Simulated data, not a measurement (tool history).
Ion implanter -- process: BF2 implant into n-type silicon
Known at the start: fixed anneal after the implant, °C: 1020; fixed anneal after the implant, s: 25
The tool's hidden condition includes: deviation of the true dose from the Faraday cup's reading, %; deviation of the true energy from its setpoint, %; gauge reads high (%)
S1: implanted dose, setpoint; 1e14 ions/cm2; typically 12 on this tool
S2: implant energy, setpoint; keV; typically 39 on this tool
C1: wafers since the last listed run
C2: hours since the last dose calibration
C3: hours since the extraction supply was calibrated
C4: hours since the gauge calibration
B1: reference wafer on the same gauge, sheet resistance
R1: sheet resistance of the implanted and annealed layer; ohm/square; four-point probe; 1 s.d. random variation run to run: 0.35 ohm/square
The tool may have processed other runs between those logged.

| run | hour | S1 | S2 | C1 | C2 | C3 | C4 | B1 | R1 |
|---|---|---|---|---|---|---|---|---|---|
| 1 | 0 | 12 | 39 | 0 | 1073.7 | 4333.3 | 1029.7 | 96.01 | 112.19 |
| 2 | 30.8 | 12 | 39 | 559 | 1104.5 | 4364.1 | 1060.5 | 95.83 | 112.14 |
| 3 | 57.2 | 12 | 39 | 479 | 1130.9 | 4390.5 | 1086.9 | 95.92 | 111.96 |
| 4 | 69.6 | 14 | 39 | 225 | 1143.3 | 4402.9 | 1099.3 | 95.85 | 104.78 |
| 5 | 91.5 | 14 | 39 | 397 | 1165.2 | 4424.8 | 1121.2 | 95.68 | 104.84 |
| 6 | 110.1 | 12 | 39 | 337 | 1183.8 | 4443.4 | 1139.8 | 95.66 | 111.19 |
| 7 | 141.8 | 12 | 39 | 576 | 1215.5 | 4475.1 | 1171.5 | 95.53 | 112.17 |
| 8 | 176.5 | 10.43 | 31.5 | 630 | 1250.2 | 4509.8 | 1206.2 | 95.55 | 127.67 |
| 9 | 200.8 | 10.43 | 31.5 | 441 | 1274.5 | 4534.1 | 1230.5 | 95.52 | 127.29 |
| 10 | 216.6 | 10.43 | 31.5 | 287 | 1290.3 | 4549.9 | 1246.3 | 95.46 | 126.98 |
| 11 | 230.3 | 12 | 39 | 248 | 1304 | 4563.6 | 1260 | 95.31 | 111.87 |
|  | 259.6 | Faraday cup replaced and dose calibrated |
| 12 | 260.1 | 12 | 39 | 396 | 0.5 | 4593.4 | 1289.8 | 95.3 | 111.22 |
| 13 | 272.6 | 12 | 39 | 227 | 13 | 4605.9 | 1302.3 | 95.28 | 110.91 |
| 14 | 290.6 | 12 | 39 | 327 | 31 | 4623.9 | 1320.3 | 95.24 | 111.39 |
| 15 | 324.8 | 9.5 | 39 | 621 | 65.2 | 4658.1 | 1354.5 | 95.2 | 127.09 |
| 16 | 395.7 | 12 | 39 | 1288 | 136.1 | 4729 | 1425.4 | 94.95 | 111.25 |
|  | 409.2 | extraction supply calibrated |
| 17 | 420.9 | 14.33 | 31.5 | 312 | 161.3 | 11.7 | 1450.6 | 94.93 | 111.43 |
|  | 426.6 | gauge calibrated |
| 18 | 445.5 | 12 | 39 | 447 | 185.9 | 36.3 | 18.9 | 99.04 | 115.38 |
| 19 | 464.3 | 12 | 51 | 341 | 204.7 | 55.1 | 37.7 | 99.06 | 107.19 |
| 20 | 495.4 | 12 | 39 | 565 | 235.8 | 86.2 | 68.8 | 99.02 | 115.47 |

What will run 21 give?
| 21 | 526.5 | 12.96 | 25.5 | 565 | 266.9 | 117.3 | 99.9 | ? | ? |

B1: 98.89
R1: 129.3 ohm/square
Were there no unlogged condition in the tool, this run, its random variation unchanged, would have produced R1 129.47 ohm/square.

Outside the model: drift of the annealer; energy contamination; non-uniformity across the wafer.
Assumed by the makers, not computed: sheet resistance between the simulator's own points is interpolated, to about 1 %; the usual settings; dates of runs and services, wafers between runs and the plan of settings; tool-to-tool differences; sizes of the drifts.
